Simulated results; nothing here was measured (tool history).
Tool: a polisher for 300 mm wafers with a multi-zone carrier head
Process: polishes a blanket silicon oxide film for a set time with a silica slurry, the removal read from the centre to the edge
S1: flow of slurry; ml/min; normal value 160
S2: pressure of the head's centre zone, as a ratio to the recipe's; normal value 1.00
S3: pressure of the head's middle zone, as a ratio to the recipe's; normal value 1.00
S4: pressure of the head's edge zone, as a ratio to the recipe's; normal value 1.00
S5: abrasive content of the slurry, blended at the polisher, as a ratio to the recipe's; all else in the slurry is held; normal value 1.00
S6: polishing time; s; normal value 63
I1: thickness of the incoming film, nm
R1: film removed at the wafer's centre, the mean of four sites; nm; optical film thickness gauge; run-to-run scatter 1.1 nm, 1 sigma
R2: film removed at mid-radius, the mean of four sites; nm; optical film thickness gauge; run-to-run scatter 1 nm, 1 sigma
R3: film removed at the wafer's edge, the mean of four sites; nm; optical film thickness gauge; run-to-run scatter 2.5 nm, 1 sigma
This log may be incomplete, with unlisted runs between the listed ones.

run	day	S1	S2	S3	S4	S5	S6	I1	R1	R2	R3
1	0.000	205	1.00	0.97	0.90	1.00	49	1221.8	131.1	130.0	125.9
# day 2.546: carrier head's membrane replaced by a new one
2	2.567	160	1.00	1.11	1.00	1.15	63	1223.4	174.3	192.5	178.3
3	3.504	120	1.00	1.00	1.00	1.00	63	1239.6	157.3	161.9	163.0
# day 4.275: edge zone pressure recalibrated
4	4.629	160	1.03	1.00	1.08	0.75	45	1213.5	97.2	96.3	101.9
5	6.267	145	1.06	1.00	1.00	0.85	49	1223.6	118.4	114.0	118.0
6	7.404	160	1.00	1.00	1.00	1.00	63	1255.4	162.2	167.5	167.8
7	9.921	140	1.00	1.03	1.09	0.90	63	1211.2	148.5	155.6	159.1
# day 11.158: slurry nozzle cleaned
8	11.558	160	1.07	1.00	0.96	1.00	45	1209.8	124.0	119.4	119.0
9	14.112	200	1.00	1.00	1.00	1.00	63	1246.6	164.1	169.0	172.3
10	17.092	160	1.04	1.08	1.08	1.00	63	1253.7	165.8	173.9	174.9
# day 18.342: worn pad replaced by a new one
11	18.800	160	1.04	1.00	1.00	0.70	63	1232.8	127.1	127.7	130.6
12	21.792	160	1.00	0.91	1.00	1.00	63	1227.4	159.5	155.7	169.0
13	23.221	180	1.05	1.10	1.05	1.00	63	1213.1	171.9	179.4	173.1
14	24.738	160	1.00	1.10	1.00	1.00	63	1241.3	158.1	176.0	167.0
15	25.900	160	1.00	0.92	1.00	1.30	71	1225.2	206.4	204.1	221.8
16	27.438	160	1.00	1.00	0.94	1.00	63	1229.4	161.1	163.6	158.4
17	29.479	160	1.00	1.00	1.00	1.20	63	1249.3	175.8	185.3	190.3
18	31.104	130	1.00	1.00	1.00	1.00	63	1221.4	156.7	160.9	166.5
# day 31.675: centre zone pressure recalibrated
19	32.300	140	1.00	0.89	1.00	0.75	63	1208.2	132.3	122.6	138.2

For run 20, what comes out?
# day 33.204: worn pad replaced by a new one
20	33.946	160	1.00	1.00	1.00	1.00	43	1251.8	?	?	?

R1: 111.5 nm
R2: 112.3 nm
R3: 115.0 nm
Minus the tool's unlogged condition, the same run would have read R1 111.7 nm, R2 112.3 nm, R3 115.0 nm.

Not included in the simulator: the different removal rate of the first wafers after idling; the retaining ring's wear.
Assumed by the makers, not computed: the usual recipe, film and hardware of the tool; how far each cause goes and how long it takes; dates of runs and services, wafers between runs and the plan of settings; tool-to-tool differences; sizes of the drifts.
